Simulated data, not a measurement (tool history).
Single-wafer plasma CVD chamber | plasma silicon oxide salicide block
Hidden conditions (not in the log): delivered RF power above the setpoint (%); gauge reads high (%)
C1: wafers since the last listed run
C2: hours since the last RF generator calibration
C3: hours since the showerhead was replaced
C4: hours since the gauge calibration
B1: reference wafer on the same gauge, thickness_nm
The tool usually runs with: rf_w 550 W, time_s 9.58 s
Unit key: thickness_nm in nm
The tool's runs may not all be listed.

{"run": 1, "hour": 0.0, "rf_w": 550, "time_s": 9.58, "C1": 0, "C2": 476.6, "C3": 3513.2, "C4": 80.9, "B1": 76.932, "thickness_nm": 89.356}
{"run": 2, "hour": 13.8, "rf_w": 550, "time_s": 9.58, "C1": 305, "C2": 490.4, "C3": 3527, "C4": 94.7, "B1": 76.916, "thickness_nm": 89.254}
{"run": 3, "hour": 27.8, "rf_w": 500, "time_s": 9.58, "C1": 309, "C2": 504.4, "C3": 3541, "C4": 108.7, "B1": 76.844, "thickness_nm": 87.352}
{"run": 4, "hour": 41.6, "rf_w": 500, "time_s": 9.58, "C1": 305, "C2": 518.2, "C3": 3554.8, "C4": 122.5, "B1": 76.914, "thickness_nm": 87.417}
{"run": 5, "hour": 57.1, "rf_w": 500, "time_s": 9.58, "C1": 342, "C2": 533.7, "C3": 3570.3, "C4": 138, "B1": 76.894, "thickness_nm": 87.025}
{"run": 6, "hour": 65.7, "rf_w": 620, "time_s": 8.28, "C1": 190, "C2": 542.3, "C3": 3578.9, "C4": 146.6, "B1": 76.919, "thickness_nm": 79.836}
{"run": 7, "hour": 75.2, "rf_w": 620, "time_s": 8.28, "C1": 210, "C2": 551.8, "C3": 3588.4, "C4": 156.1, "B1": 76.897, "thickness_nm": 79.967}
{"run": 8, "hour": 88.2, "rf_w": 590, "time_s": 9.58, "C1": 287, "C2": 564.8, "C3": 3601.4, "C4": 169.1, "B1": 76.917, "thickness_nm": 90.906}
{"run": 9, "hour": 99.7, "rf_w": 590, "time_s": 9.58, "C1": 254, "C2": 576.3, "C3": 3612.9, "C4": 180.6, "B1": 76.896, "thickness_nm": 91.117}
{"run": 10, "hour": 116.2, "rf_w": 590, "time_s": 9.58, "C1": 364, "C2": 592.8, "C3": 3629.4, "C4": 197.1, "B1": 76.904, "thickness_nm": 90.943}
{"run": 11, "hour": 126.7, "rf_w": 550, "time_s": 9.58, "C1": 232, "C2": 603.3, "C3": 3639.9, "C4": 207.6, "B1": 76.892, "thickness_nm": 89.638}
{"run": 12, "hour": 143.0, "rf_w": 550, "time_s": 9.58, "C1": 360, "C2": 619.6, "C3": 3656.2, "C4": 223.9, "B1": 76.907, "thickness_nm": 89.191}
{"run": 13, "hour": 154.2, "rf_w": 625, "time_s": 9.58, "C1": 247, "C2": 630.8, "C3": 3667.4, "C4": 235.1, "B1": 76.866, "thickness_nm": 92.268}

Run 14 is up next; what results do you expect?
{"hour": 198.5, "done": "showerhead replaced"}
{"run": 14, "hour": 199.0, "rf_w": 550, "time_s": 11.22, "C1": 813, "C2": 675.6, "C3": 0.5, "C4": 279.9, "B1": "?", "thickness_nm": "?"}

B1: 76.881
thickness_nm: 104.512 nm
On a tool with no hidden condition, and with the same random variation, this run would have come out at thickness_nm 106.269 nm.

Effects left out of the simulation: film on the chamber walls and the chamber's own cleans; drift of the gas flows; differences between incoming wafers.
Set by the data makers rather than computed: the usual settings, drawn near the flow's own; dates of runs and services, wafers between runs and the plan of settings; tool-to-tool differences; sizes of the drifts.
